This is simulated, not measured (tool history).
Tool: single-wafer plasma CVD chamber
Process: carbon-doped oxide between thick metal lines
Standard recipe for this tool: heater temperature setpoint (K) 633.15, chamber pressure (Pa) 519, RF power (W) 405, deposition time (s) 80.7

| run | day | heater temperature setpoint (K) | chamber pressure (Pa) | RF power (W) | deposition time (s) | wafers since the last listed run | hours since the last thermocouple change | hours since the last RF generator calibration | hours since the last manometer calibration | hours since the showerhead was replaced | hours since the gauge calibration | read-back reference wafer on the same gauge, thickness_nm | mean film thickness on the monitor wafer (angstrom) |
|---|---|---|---|---|---|---|---|---|---|---|---|---|---|
| 1 | 0 | 633.15 | 617 | 405 | 80.7 | 0 | 1664.4 | 1597.5 | 2378.1 | 5659.8 | 929.9 | 266.094 | 3063.38 |
| 2 | 1.321 | 633.15 | 617 | 405 | 80.7 | 307 | 1696.1 | 1629.2 | 2409.8 | 5691.5 | 961.6 | 265.955 | 3058.13 |
| 3 | 2.054 | 633.15 | 519 | 405 | 88.9 | 170 | 1713.7 | 1646.8 | 2427.4 | 5709.1 | 979.2 | 265.848 | 3288.36 |
| 4 | 4.296 | 633.15 | 519 | 405 | 80.7 | 521 | 1767.5 | 1700.6 | 2481.2 | 5762.9 | 1033 | 265.982 | 2969.27 |
| 5 | 4.838 | 633.15 | 519 | 405 | 80.7 | 126 | 1780.5 | 1713.6 | 2494.2 | 5775.9 | 1046 | 266.044 | 2976.63 |
| 6 | 6.212 | 633.15 | 519 | 405 | 80.7 | 320 | 1813.5 | 1746.6 | 2527.2 | 5808.9 | 1079 | 266.099 | 2954.28 |
| 7 | 6.829 | 633.15 | 519 | 405 | 80.7 | 143 | 1828.3 | 1761.4 | 2542 | 5823.7 | 1093.8 | 266.213 | 2946.06 |
| 8 | 8.296 | 633.15 | 519 | 405 | 80.7 | 341 | 1863.5 | 1796.6 | 2577.2 | 5858.9 | 1129 | 266.068 | 2956.26 |
|  | 8.829 | gauge calibrated |
| 9 | 9.221 | 627.15 | 519 | 405 | 93.4 | 215 | 1885.7 | 1818.8 | 2599.4 | 5881.1 | 9.4 | 265.83 | 3466.96 |
| 10 | 9.921 | 627.15 | 519 | 405 | 93.4 | 162 | 1902.5 | 1835.6 | 2616.2 | 5897.9 | 26.2 | 265.882 | 3449.01 |
| 11 | 10.838 | 633.15 | 519 | 405 | 80.7 | 213 | 1924.5 | 1857.6 | 2638.2 | 5919.9 | 48.2 | 266.176 | 2938 |
| 12 | 11.704 | 633.15 | 519 | 405 | 80.7 | 201 | 1945.3 | 1878.4 | 2659 | 5940.7 | 69 | 266.058 | 2928.21 |
|  | 12.538 | showerhead replaced, of another model than before |
| 13 | 12.558 | 642.15 | 612 | 405 | 80.7 | 121 | 1965.8 | 1898.9 | 2679.5 | 0.5 | 89.5 | 266.02 | 3028.25 |
|  | 13.904 | capacitance manometer re-zeroed and calibrated |
| 14 | 13.925 | 622.15 | 585 | 405 | 88.4 | 240 | 1998.6 | 1931.7 | 0.5 | 33.3 | 122.3 | 265.969 | 3464.23 |
| 15 | 14.771 | 633.15 | 519 | 405 | 80.7 | 196 | 2018.9 | 1952 | 20.8 | 53.6 | 142.6 | 265.971 | 2992.02 |

Run 16, settings as shown, results not yet in. Your forecast:
|  | 16.5 | thermocouple changed; heater temperature recalibrated |
|  | 16.646 | RF generator calibrated |
| 16 | 16.667 | 633.15 | 519 | 405 | 90.9 | 330 | 4 | 0.5 | 66.3 | 99.1 | 188.1 | ? | ? |

Run 16 gave read-back reference wafer on the same gauge, thickness_nm 266.132, mean film thickness on the monitor wafer (angstrom) 3475.99.
If the tool had no hidden condition, the same run with the same run-to-run variation would have returned mean film thickness on the monitor wafer (angstrom) 3479.96.
